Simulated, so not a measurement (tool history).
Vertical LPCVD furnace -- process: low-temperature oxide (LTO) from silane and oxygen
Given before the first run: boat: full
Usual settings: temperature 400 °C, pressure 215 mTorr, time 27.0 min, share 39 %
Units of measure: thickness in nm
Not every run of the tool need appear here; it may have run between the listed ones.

run,hour,temperature,pressure,time,share,"read-back reference wafer on the same gauge, thickness",thickness
1,0.0,400,215,27.0,39,230.72,240.83
2,14.7,400,215,27.0,39,231.00,241.46
3,37.4,400,215,27.0,39,231.17,239.81
4,64.2,400,215,27.0,39,230.98,240.70
5,84.7,400,170,27.0,39,230.72,192.23
6,118.7,400,170,27.0,39,231.17,192.19
7,147.0,400,170,27.0,39,231.00,191.81
8,179.5,400,180,27.0,39,230.92,204.44
9,197.5,400,180,27.0,39,230.91,203.61
10,217.6,400,180,27.0,39,231.07,203.94
11,248.1,403,195,27.0,39,231.14,227.78
12,314.6,403,195,27.0,39,230.94,226.94
# hour 345.1: pressure gauge zeroed
# hour 363.8: silane flow controller replaced
13,364.3,400,215,27.0,39,231.43,216.04
14,369.6,400,215,27.0,36,231.21,196.46
15,374.8,400,190,36.0,39,231.04,254.90
16,383.9,412,215,27.0,41,231.42,264.28
17,397.5,400,215,27.0,39,230.89,218.39
18,415.5,389,265,19.0,42,230.93,185.42
# hour 443.9: pressure gauge zeroed, repeated, since the last time left the tool worse
19,444.4,391,215,21.5,39,230.91,167.24

Run 20 comes next. What will it give?
20,457.4,411,235,17.5,39,?,?

{"run 20": {"read-back reference wafer on the same gauge, thickness": 230.93, "thickness": 185.48}}
If the tool had no hidden condition, the same run with the same run-to-run variation would have returned thickness 185.89 nm.
